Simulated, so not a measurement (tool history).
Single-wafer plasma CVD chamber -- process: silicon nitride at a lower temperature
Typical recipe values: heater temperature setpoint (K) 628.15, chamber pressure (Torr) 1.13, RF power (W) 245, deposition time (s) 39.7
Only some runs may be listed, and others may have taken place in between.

run	hour	heater temperature setpoint (K)	chamber pressure (Torr)	RF power (W)	deposition time (s)	wafers since the last listed run	hours since the last thermocouple change	hours since the last RF generator calibration	hours since the last manometer calibration	hours since the showerhead was replaced	hours since the gauge calibration	read-back reference wafer on the same gauge, thickness_nm	mean film thickness on the monitor wafer (Å)
1	0	628.15	1.13	245	39.7	0	747.5	2152.4	1136.9	5839.2	36.6	32.493	331.26
2	15.1	628.15	1.13	265	39.7	493	762.6	2167.5	1152	5854.3	51.7	32.514	351.48
3	23	628.15	1.13	245	39.7	258	770.5	2175.4	1159.9	5862.2	59.6	32.494	331.52
4	38.4	628.15	1.13	245	39.7	503	785.9	2190.8	1175.3	5877.6	75	32.489	331.24
5	44.9	628.15	1.13	245	36.1	212	792.4	2197.3	1181.8	5884.1	81.5	32.502	301.06
6	52.3	628.15	1.13	245	36.1	242	799.8	2204.7	1189.2	5891.5	88.9	32.494	301.19
7	59	628.15	1.13	245	36.1	219	806.5	2211.4	1195.9	5898.2	95.6	32.492	302.46
# hour 75.3: gauge calibrated
# hour 79.5: showerhead replaced
8	80	628.15	1.13	245	39.7	425	827.5	2232.4	1216.9	0.5	4.7	32.497	331.75
9	87.5	632.15	0.88	285	44.5	245	835	2239.9	1224.4	8	12.2	32.535	399
10	103.5	628.15	1.13	245	39.7	523	851	2255.9	1240.4	24	28.2	32.518	331.47
# hour 117.6: thermocouple changed; heater temperature recalibrated
# hour 123.5: capacitance manometer re-zeroed and calibrated
# hour 123.9: RF generator calibrated
11	151.3	621.15	1.05	245	34.4	1094	33.7	27.4	27.8	71.8	76	32.525	274.24
# hour 159.5: RF generator calibrated, repeated, since the last time left the tool worse
12	160.3	639.15	0.93	245	39.7	32	42.7	0.8	36.8	80.8	85	32.504	333.13
# hour 170.5: gauge calibrated
13	175.9	614.15	0.89	255	37.6	510	58.3	16.4	52.4	96.4	5.4	32.474	325.54
14	193.6	638.15	1.13	205	44.6	578	76	34.1	70.1	114.1	23.1	32.493	336.23

Consider 3 possible next runs. They are alternatives, not a sequence: every one starts from the tool as it was left by run 14. What does each give?
A	194	628.15	1.13	245	43.4	13	76.4	34.5	70.5	114.5	23.5	?	?
B	194	628.15	1.36	285	39.7	13	76.4	34.5	70.5	114.5	23.5	?	?
C	194	628.15	1.13	245	34.3	13	76.4	34.5	70.5	114.5	23.5	?	?

run	read-back reference wafer on the same gauge, thickness_nm	mean film thickness on the monitor wafer (Å)
A	32.512	376.86
B	32.512	396.19
C	32.512	297.99
Without the tool's unlogged condition, the same runs would have read:
run	mean film thickness on the monitor wafer (Å)
A	379.45
B	398.81
C	300.04
